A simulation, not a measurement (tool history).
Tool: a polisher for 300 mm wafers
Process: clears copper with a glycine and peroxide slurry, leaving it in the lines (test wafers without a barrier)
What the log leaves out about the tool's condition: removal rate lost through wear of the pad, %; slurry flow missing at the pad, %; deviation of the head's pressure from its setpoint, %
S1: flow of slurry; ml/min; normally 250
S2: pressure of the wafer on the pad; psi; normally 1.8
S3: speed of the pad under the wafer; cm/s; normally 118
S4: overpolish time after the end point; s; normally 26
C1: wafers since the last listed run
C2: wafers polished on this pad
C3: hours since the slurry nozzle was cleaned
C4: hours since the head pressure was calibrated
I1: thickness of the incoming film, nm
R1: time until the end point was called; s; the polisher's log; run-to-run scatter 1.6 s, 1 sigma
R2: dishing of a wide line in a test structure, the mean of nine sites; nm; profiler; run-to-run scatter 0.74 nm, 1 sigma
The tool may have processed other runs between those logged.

run,day,S1,S2,S3,S4,C1,C2,C3,C4,I1,R1,R2
1,0.000,300,1.8,118,26,0,454,35.3,14.6,563.1,155.9,57.9
2,0.900,300,1.8,118,26,157,611,56.9,36.2,574.7,160.3,56.6
# day 2.100: worn pad replaced by a new one
3,3.408,300,1.8,118,26,408,228,117.1,96.4,563.0,152.1,56.6
4,4.650,250,1.8,118,26,216,445,146.9,126.2,571.8,158.5,56.0
5,6.083,250,1.8,118,26,250,695,181.3,160.6,570.6,156.4,57.8
# day 6.633: worn pad replaced by a new one
6,7.296,250,1.8,118,26,182,115,210.4,189.7,560.9,150.1,58.9
7,8.771,315,1.8,118,26,257,373,245.8,225.1,572.2,149.0,58.9
8,9.721,315,1.8,118,26,165,539,268.6,247.9,561.9,148.5,59.2
# day 10.233: slurry nozzle cleaned
9,10.454,250,1.8,118,37,120,659,5.3,265.5,562.8,153.2,73.5
# day 11.450: worn pad replaced by a new one
10,11.575,205,2.2,118,26,166,21,32.2,292.4,570.8,126.3,67.0
11,12.650,250,1.8,134,34,187,209,58.0,318.2,566.7,132.9,75.8
12,13.833,165,1.8,156,26,206,416,86.4,346.6,563.1,126.3,66.6
# day 14.579: head pressure recalibrated
13,14.912,250,1.8,118,26,173,589,112.3,8.0,565.1,165.3,54.6
14,16.229,250,1.8,118,26,229,819,143.9,39.6,574.6,162.2,55.0
# day 16.450: worn pad replaced by a new one
15,16.812,300,1.8,118,26,72,63,157.9,53.6,571.2,150.9,58.2
16,17.600,250,1.3,136,22,137,200,176.8,72.5,570.9,177.3,45.0
17,18.854,250,1.3,146,26,218,419,206.9,102.6,571.6,172.1,51.4
18,19.783,165,1.2,82,11,162,582,229.2,124.9,569.8,280.6,16.3
19,20.658,250,1.8,118,39,152,734,250.2,145.9,558.8,158.0,75.0

4 options for the next run, each taken on its own from the tool as it stands now. Forecast them:
A,20.679,250,1.2,118,26,3,738,250.7,146.4,562.2,?,?
B,20.679,215,1.2,90,34,3,738,250.7,146.4,562.2,?,?
C,20.679,250,1.8,118,16,3,738,250.7,146.4,562.2,?,?
D,20.679,250,1.8,118,21,3,738,250.7,146.4,562.2,?,?

run,R1,R2
A,202.8,44.2
B,242.6,48.0
C,154.2,37.6
D,154.2,47.1
Had the tool no hidden state, the same runs would have come out as:
run,R1,R2
A,189.9,46.5
B,227.1,50.6
C,144.5,39.7
D,144.5,49.6
